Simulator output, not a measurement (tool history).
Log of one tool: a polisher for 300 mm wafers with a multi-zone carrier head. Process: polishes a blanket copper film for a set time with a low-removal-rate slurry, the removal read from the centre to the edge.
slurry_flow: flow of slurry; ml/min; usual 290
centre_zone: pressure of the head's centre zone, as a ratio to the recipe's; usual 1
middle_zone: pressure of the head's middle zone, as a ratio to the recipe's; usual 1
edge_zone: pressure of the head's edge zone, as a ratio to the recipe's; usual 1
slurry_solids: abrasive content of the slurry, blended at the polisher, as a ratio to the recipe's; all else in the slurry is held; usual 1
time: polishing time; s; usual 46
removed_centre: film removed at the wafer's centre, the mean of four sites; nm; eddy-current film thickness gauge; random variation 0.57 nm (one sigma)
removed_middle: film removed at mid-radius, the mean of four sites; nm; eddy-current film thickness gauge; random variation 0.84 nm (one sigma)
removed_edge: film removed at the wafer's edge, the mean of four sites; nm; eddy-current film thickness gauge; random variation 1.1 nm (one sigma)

run,hour,slurry_flow,centre_zone,middle_zone,edge_zone,slurry_solids,time,wafers since the last listed run,wafers polished on this pad,hours since the slurry nozzle was cleaned,hours since the centre zone pressure was calibrated,hours since the edge zone pressure was calibrated,hours since the carrier head's membrane was replaced,"incoming thickness of the incoming film, nm",removed_centre,removed_middle,removed_edge
1,0,290,1,1,1,1,46,0,155,471.3,562.3,242.3,260.8,1571.5,91.2,87.2,86.1
2,8.3,290,1,1,1,1,46,67,222,479.6,570.6,250.6,269.1,1535,90.7,86.6,87.8
3,25.3,290,1,1,1,1,46,137,360,496.6,587.6,267.6,286.1,1566.9,90.4,85.2,83.5
4,34.8,290,1,0.93,1,1,46,76,437,506.1,597.1,277.1,295.6,1545,90.5,82.9,85.7
5,51.9,290,1,1,1,0.9,58,138,575,523.2,614.2,294.2,312.7,1544.1,113,106.7,104.2
6,77.2,290,1,1,1,0.9,58,204,780,548.5,639.5,319.5,338,1563.6,113,106.1,105.3
7,88.2,290,1,1,1,0.9,58,89,869,559.5,650.5,330.5,349,1517.9,112.6,106.9,105.5
# hour 107.1: worn pad replaced by a new one
8,107.6,290,1,1.03,1,1.2,46,124,4,578.9,669.9,349.9,368.4,1570.5,98.1,94.3,91.6
9,113.9,290,1,1.03,1,1.2,46,50,55,585.2,676.2,356.2,374.7,1564.4,98.1,95.5,91.7
10,131.6,290,1,1,0.96,0.8,46,143,198,602.9,693.9,373.9,392.4,1549.5,89.9,85.1,82.1
11,137.9,290,1,1.05,1.03,1,46,50,249,609.2,700.2,380.2,398.7,1575.2,92.7,91.4,87.3
12,146.3,240,1.05,1,1,1,56,67,317,617.6,708.6,388.6,407.1,1564.5,112.4,103.4,104.5
13,158.1,290,1,1,1,1,46,95,413,629.4,720.4,400.4,418.9,1552.6,92.1,86.5,85.9
# hour 163.9: slurry nozzle cleaned
# hour 165.5: edge zone pressure recalibrated
14,166,290,1,1,1,1,46,43,456,2.1,728.3,0.5,426.8,1578.3,92,87.2,86.8
# hour 180.2: centre zone pressure recalibrated
15,181.7,290,1,1,1,1,46,110,566,17.8,1.5,16.2,442.5,1535.7,87.2,84.8,84.4
16,188,290,0.91,1.03,0.93,1,46,50,617,24.1,7.8,22.5,448.8,1531.2,81.1,87.7,83.3
# hour 193.6: carrier head's membrane replaced by a new one
17,197.6,290,0.92,1,1,1.15,46,37,655,33.7,17.4,32.1,4,1572,83,89.2,89.5
# hour 208.6: worn pad replaced by a new one
18,210.7,290,1,0.96,1.06,1,54,73,16,46.8,30.5,45.2,17.1,1528.1,104.9,103,111.5
19,218.3,290,1,1,1,1.1,46,61,78,54.4,38.1,52.8,24.7,1563.6,89.9,91.7,89
20,234.1,335,1,1,1.04,1.3,46,127,205,70.2,53.9,68.6,40.5,1570.9,94.1,94,95.2
21,253.1,290,1,1.09,0.93,1.2,46,153,359,89.2,72.9,87.6,59.5,1546.3,89.9,95,86.3
22,265,290,1,1,1.07,1,46,96,456,101.1,84.8,99.5,71.4,1562.8,87.8,86.9,88.5

Forecast each of these 4 alternatives for the next run:
A,265.4,290,1,1,0.88,1,46,3,459,101.5,85.2,99.9,71.8,1566.4,?,?,?
B,265.4,290,1,1,1.08,1,37,3,459,101.5,85.2,99.9,71.8,1566.4,?,?,?
C,265.4,290,1.06,1,1,1,46,3,459,101.5,85.2,99.9,71.8,1566.4,?,?,?
D,265.4,290,1,1,1,0.85,46,3,459,101.5,85.2,99.9,71.8,1566.4,?,?,?

run,removed_centre,removed_middle,removed_edge
A,88,87.1,83.4
B,70.8,70,74
C,90.9,87.1,88.6
D,85.8,84.9,86.3
Without the tool's hidden state the same runs would have given:
run,removed_centre,removed_middle,removed_edge
A,90.5,90.4,86.6
B,72.8,72.7,76.8
C,93.5,90.4,91.9
D,88.2,88.1,89.6
